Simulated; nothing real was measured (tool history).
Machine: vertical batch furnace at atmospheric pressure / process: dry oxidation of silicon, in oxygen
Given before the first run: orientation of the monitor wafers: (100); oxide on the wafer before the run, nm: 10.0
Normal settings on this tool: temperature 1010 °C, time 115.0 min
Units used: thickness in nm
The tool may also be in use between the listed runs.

| run | hour | temperature | time | wafers since the last listed run | hours since the last temperature calibration | hours since the boat lift was adjusted | hours since the gauge calibration | read-back reference wafer on the same gauge, thickness | thickness |
|---|---|---|---|---|---|---|---|---|---|
| 1 | 0.0 | 1003 | 140.0 | 0 | 2643.7 | 569.4 | 973.8 | 92.10 | 97.60 |
| 2 | 24.1 | 1010 | 115.0 | 178 | 2667.8 | 593.5 | 997.9 | 92.26 | 91.36 |
| 3 | 67.8 | 1010 | 115.0 | 323 | 2711.5 | 637.2 | 1041.6 | 92.20 | 90.98 |
| 4 | 95.4 | 1010 | 115.0 | 204 | 2739.1 | 664.8 | 1069.2 | 92.46 | 91.44 |
|  | 154.6 | gauge calibrated |
| 5 | 162.2 | 1010 | 115.0 | 493 | 2805.9 | 731.6 | 7.6 | 92.19 | 90.82 |
| 6 | 194.3 | 1010 | 115.0 | 237 | 2838.0 | 763.7 | 39.7 | 92.14 | 91.16 |
| 7 | 256.4 | 1010 | 150.5 | 459 | 2900.1 | 825.8 | 101.8 | 92.20 | 108.39 |
| 8 | 327.5 | 1010 | 150.5 | 525 | 2971.2 | 896.9 | 172.9 | 92.18 | 107.68 |
| 9 | 511.1 | 1010 | 115.0 | 1357 | 3154.8 | 1080.5 | 356.5 | 92.43 | 89.50 |
| 10 | 549.9 | 1010 | 115.0 | 286 | 3193.6 | 1119.3 | 395.3 | 92.11 | 90.38 |
| 11 | 586.0 | 1021 | 145.0 | 266 | 3229.7 | 1155.4 | 431.4 | 92.07 | 115.71 |
| 12 | 656.2 | 1021 | 145.0 | 519 | 3299.9 | 1225.6 | 501.6 | 92.12 | 115.97 |
| 13 | 688.3 | 1028 | 72.0 | 237 | 3332.0 | 1257.7 | 533.7 | 92.06 | 78.29 |
| 14 | 760.0 | 1028 | 72.0 | 530 | 3403.7 | 1329.4 | 605.4 | 92.35 | 78.23 |
| 15 | 822.7 | 1028 | 72.0 | 463 | 3466.4 | 1392.1 | 668.1 | 92.25 | 77.46 |
|  | 894.7 | thermocouples replaced and temperature profile calibrated |
| 16 | 895.2 | 1030 | 115.0 | 358 | 0.5 | 1464.6 | 740.6 | 92.26 | 106.67 |
| 17 | 927.7 | 1030 | 115.0 | 240 | 33.0 | 1497.1 | 773.1 | 92.14 | 106.12 |
| 18 | 999.0 | 1010 | 115.0 | 527 | 104.3 | 1568.4 | 844.4 | 92.12 | 88.85 |
| 19 | 1052.5 | 1010 | 115.0 | 395 | 157.8 | 1621.9 | 897.9 | 92.21 | 89.06 |
| 20 | 1116.4 | 1022 | 81.5 | 472 | 221.7 | 1685.8 | 961.8 | 92.23 | 79.38 |
| 21 | 1144.5 | 1023 | 115.0 | 207 | 249.8 | 1713.9 | 989.9 | 92.10 | 100.34 |
| 22 | 1188.3 | 1010 | 115.0 | 323 | 293.6 | 1757.7 | 1033.7 | 92.14 | 87.87 |
| 23 | 1238.4 | 1032 | 140.5 | 370 | 343.7 | 1807.8 | 1083.8 | 92.16 | 122.05 |
|  | 1259.4 | gauge calibrated |
| 24 | 1299.9 | 1031 | 115.0 | 454 | 405.2 | 1869.3 | 40.5 | 92.21 | 106.30 |
| 25 | 1357.3 | 1004 | 90.5 | 424 | 462.6 | 1926.7 | 97.9 | 92.13 | 71.43 |
| 26 | 1394.2 | 988 | 82.5 | 272 | 499.5 | 1963.6 | 134.8 | 92.04 | 57.97 |
|  | 1432.9 | boat lift adjusted |
| 27 | 1433.6 | 1018 | 159.5 | 113 | 538.9 | 0.7 | 174.2 | 92.18 | 121.98 |
| 28 | 1501.1 | 1000 | 57.5 | 499 | 606.4 | 68.2 | 241.7 | 92.04 | 53.51 |
| 29 | 1553.8 | 1010 | 115.0 | 389 | 659.1 | 120.9 | 294.4 | 92.16 | 91.02 |
| 30 | 1607.7 | 1010 | 142.0 | 398 | 713.0 | 174.8 | 348.3 | 92.16 | 104.52 |
| 31 | 1640.1 | 1010 | 115.0 | 239 | 745.4 | 207.2 | 380.7 | 92.11 | 91.06 |
| 32 | 1688.9 | 1027 | 153.5 | 360 | 794.2 | 256.0 | 429.5 | 92.04 | 128.38 |
| 33 | 1717.3 | 1010 | 115.0 | 210 | 822.6 | 284.4 | 457.9 | 92.12 | 91.35 |
| 34 | 1748.0 | 1002 | 167.0 | 227 | 853.3 | 315.1 | 488.6 | 92.17 | 108.84 |
| 35 | 1784.7 | 1016 | 90.5 | 271 | 890.0 | 351.8 | 525.3 | 92.12 | 82.66 |
| 36 | 1838.9 | 1034 | 96.0 | 400 | 944.2 | 406.0 | 579.5 | 92.40 | 99.90 |
| 37 | 1868.7 | 1024 | 79.5 | 220 | 974.0 | 435.8 | 609.3 | 92.17 | 80.92 |
| 38 | 1902.7 | 1025 | 161.5 | 251 | 1008.0 | 469.8 | 643.3 | 92.31 | 130.42 |

State the hidden condition of the tool at each of the runs:
true tube temperature minus thermocouple reading, K: 0 at every run
gauge reads high (%): 0 at every run
H1: monitor wafer colder than the profiled boat position, K
| run | H1 |
|---|---|
| 1 | 0.796 |
| 2 | 0.826 |
| 3 | 0.884 |
| 4 | 0.923 |
| 5 | 1.02 |
| 6 | 1.08 |
| 7 | 1.18 |
| 8 | 1.31 |
| 9 | 1.71 |
| 10 | 1.8 |
| 11 | 1.89 |
| 12 | 2.07 |
| 13 | 2.15 |
| 14 | 2.35 |
| 15 | 2.54 |
| 16 | 2.76 |
| 17 | 2.87 |
| 18 | 3.1 |
| 19 | 3.29 |
| 20 | 3.52 |
| 21 | 3.62 |
| 22 | 3.78 |
| 23 | 3.98 |
| 24 | 4.22 |
| 25 | 4.46 |
| 26 | 4.61 |
| 27 | 0.606 |
| 28 | 0.611 |
| 29 | 0.622 |
| 30 | 0.639 |
| 31 | 0.652 |
| 32 | 0.677 |
| 33 | 0.693 |
| 34 | 0.713 |
| 35 | 0.739 |
| 36 | 0.784 |
| 37 | 0.811 |
| 38 | 0.844 |

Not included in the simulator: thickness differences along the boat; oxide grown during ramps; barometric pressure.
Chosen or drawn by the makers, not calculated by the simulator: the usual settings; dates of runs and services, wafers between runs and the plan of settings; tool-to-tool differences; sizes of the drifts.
